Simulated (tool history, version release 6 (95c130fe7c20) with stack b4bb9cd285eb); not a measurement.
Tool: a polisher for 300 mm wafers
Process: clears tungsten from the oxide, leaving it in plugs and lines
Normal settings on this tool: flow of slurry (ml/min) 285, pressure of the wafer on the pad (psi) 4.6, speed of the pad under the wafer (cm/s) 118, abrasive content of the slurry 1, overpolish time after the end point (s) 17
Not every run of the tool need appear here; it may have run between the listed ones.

run,hour,flow of slurry (ml/min),pressure of the wafer on the pad (psi),speed of the pad under the wafer (cm/s),abrasive content of the slurry,overpolish time after the end point (s),wafers since the last listed run,wafers polished on this pad,hours since the slurry nozzle was cleaned,hours since the head pressure was calibrated,hours since the slurry blender was calibrated,hours since the slurry got fresh peroxide,"incoming thickness of the incoming film, nm",time until the end point was called (s)
1,0,285,4.6,118,1,17,0,599,15.1,604.7,294.2,60.3,596,83.6
# hour 11.1: slurry blender recalibrated
# hour 59.8: worn pad replaced by a new one
2,60.3,285,4.6,118,1,17,252,2,75.4,665,49.2,120.6,584.2,83.4
3,124.4,285,4.6,118,1,17,298,300,139.5,729.1,113.3,184.7,598.3,86.5
# hour 128.1: slurry tank refilled with fresh slurry and peroxide
4,150.9,230,4.6,118,1,17,118,419,166,755.6,139.8,22.8,577.6,84.2
5,178.2,230,4.6,118,1,17,127,546,193.3,782.9,167.1,50.1,581.5,86.9
# hour 227.1: worn pad replaced by a new one
6,227.6,285,4.6,118,1,17,211,2,242.7,832.3,216.5,99.5,591.4,85.6
7,276.3,285,4.6,118,1,17,226,229,291.4,881,265.2,148.2,578.6,84.2
# hour 291.4: slurry blender recalibrated
# hour 292.6: slurry tank refilled with fresh slurry and peroxide
8,308.7,285,4.6,102,1,17,136,365,323.8,913.4,17.3,16.1,592,100
9,338.8,285,4.6,102,1,17,140,506,353.9,943.5,47.4,46.2,589.7,99.4
10,387,285,4.6,118,1,17,224,730,402.1,991.7,95.6,94.4,594.4,88.5
# hour 417.5: worn pad replaced by a new one
# hour 443.2: slurry tank refilled with fresh slurry and peroxide
11,508.8,195,3.5,118,0.8,13,543,420,523.9,1113.5,217.4,65.6,594.1,128.7
# hour 539.5: slurry nozzle cleaned
# hour 546.2: head pressure recalibrated
12,550.6,210,3.6,134,1.25,17,180,601,11.1,4.4,259.2,107.4,580.8,83.5
# hour 590.5: slurry blender recalibrated
# hour 603.8: worn pad replaced by a new one
13,604.7,345,4.6,118,1,23,223,4,65.2,58.5,14.2,161.5,592.8,75.6
# hour 609.3: slurry tank refilled with fresh slurry and peroxide
14,638.5,370,3.6,142,1,7,152,157,99,92.3,48,29.2,596.4,81.5
15,680.8,285,4.6,118,1,8,196,354,141.3,134.6,90.3,71.5,586.5,76.5
16,725.6,285,5.1,106,1,17,208,562,186.1,179.4,135.1,116.3,588.7,77.7
# hour 767.1: worn pad replaced by a new one
# hour 771.5: slurry tank refilled with fresh slurry and peroxide
17,790.9,310,4.6,134,1.3,17,280,106,251.4,244.7,200.4,19.4,592.4,66.4
18,848.2,285,4.6,118,1,17,266,372,308.7,302,257.7,76.7,598.9,79.5

Hidden state or all else? Some run-to-run changes of time until the end point was called (s), split into what the settings, what came in and random variation would give without the hidden state, and what is left for the hidden state (with any gauge scatter that isn't in both results):
The tool's hidden condition here consists of: removal rate lost through wear of the pad, %; slurry flow missing at the pad, %; deviation of the head's pressure from its setpoint, %; abrasive missing from the slurry, %; peroxide lost from the slurry, %.
Run 11 -> 12: flow of slurry (ml/min) 195 -> 210, pressure of the wafer on the pad (psi) 3.5 -> 3.6, speed of the pad under the wafer (cm/s) 118 -> 134, abrasive content of the slurry 0.8 -> 1.25, overpolish time after the end point (s) 13 -> 17, slurry nozzle cleaned, head pressure recalibrated. time until the end point was called (s) -45.2: hidden state -18.1, all else -27.1.

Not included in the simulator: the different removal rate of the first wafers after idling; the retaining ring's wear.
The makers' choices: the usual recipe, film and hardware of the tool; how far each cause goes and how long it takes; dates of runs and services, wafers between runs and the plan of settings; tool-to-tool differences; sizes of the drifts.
